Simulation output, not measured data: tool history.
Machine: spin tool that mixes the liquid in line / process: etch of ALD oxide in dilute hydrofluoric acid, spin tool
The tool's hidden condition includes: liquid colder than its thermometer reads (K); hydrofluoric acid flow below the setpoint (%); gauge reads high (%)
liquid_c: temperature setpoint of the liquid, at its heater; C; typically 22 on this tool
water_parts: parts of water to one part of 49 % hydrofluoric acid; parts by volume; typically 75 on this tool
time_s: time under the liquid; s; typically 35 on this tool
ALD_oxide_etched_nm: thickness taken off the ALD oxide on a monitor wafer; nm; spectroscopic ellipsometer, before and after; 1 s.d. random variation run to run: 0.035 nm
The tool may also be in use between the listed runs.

run,hour,liquid_c,water_parts,time_s,wafers since the last listed run,hours since the thermometer was replaced,hours since the hydrofluoric acid flow meter was replaced,hours since the gauge calibration,"read-back film thickness of the ALD oxide reference wafer, read on the same gauge (nm)",ALD_oxide_etched_nm
1,0,23,75,35,0,1090.4,2179.8,62.1,80,8.46
2,8.6,22,50,35,64,1099,2188.4,70.7,80,12.6
3,20.6,22,50,35,90,1111,2200.4,82.7,80,12.54
4,29.2,22,50,35,64,1119.6,2209,91.3,80.01,12.5
5,44.9,21,75,35,118,1135.3,2224.7,107,80,7.71
6,52.8,21,75,35,59,1143.2,2232.6,114.9,79.98,7.81
7,63.9,21,75,35,83,1154.3,2243.7,126,80,7.74
8,78.3,22,75,45,108,1168.7,2258.1,140.4,80,10.35
9,100.6,22,75,45,167,1191,2280.4,162.7,80.01,10.39
10,108.1,22,75,35,56,1198.5,2287.9,170.2,80.02,8
11,118.6,17,90,35,78,1209,2298.4,180.7,80,5.28
# hour 124.1: hydrofluoric acid flow meter replaced
12,133.1,25.5,75,45,101,1223.5,9,195.2,79.99,13.6
# hour 135.7: gauge calibrated
13,139.5,25,40,35,48,1229.9,15.4,3.8,80,20.35
14,169.9,22,75,35,228,1260.3,45.8,34.2,80.02,9.1
15,204.8,20.5,65,35,262,1295.2,80.7,69.1,80,9.92

What does the tool deliver on the next run?
# hour 213.7: thermometer replaced
16,218.3,17,100,55,93,4.6,94.2,82.6,?,?

read-back film thickness of the ALD oxide reference wafer, read on the same gauge (nm): 80.01
ALD_oxide_etched_nm: 9.36 nm
With the hidden condition absent and the run-to-run variation left alone, this run would have shown ALD_oxide_etched_nm 9.54 nm.

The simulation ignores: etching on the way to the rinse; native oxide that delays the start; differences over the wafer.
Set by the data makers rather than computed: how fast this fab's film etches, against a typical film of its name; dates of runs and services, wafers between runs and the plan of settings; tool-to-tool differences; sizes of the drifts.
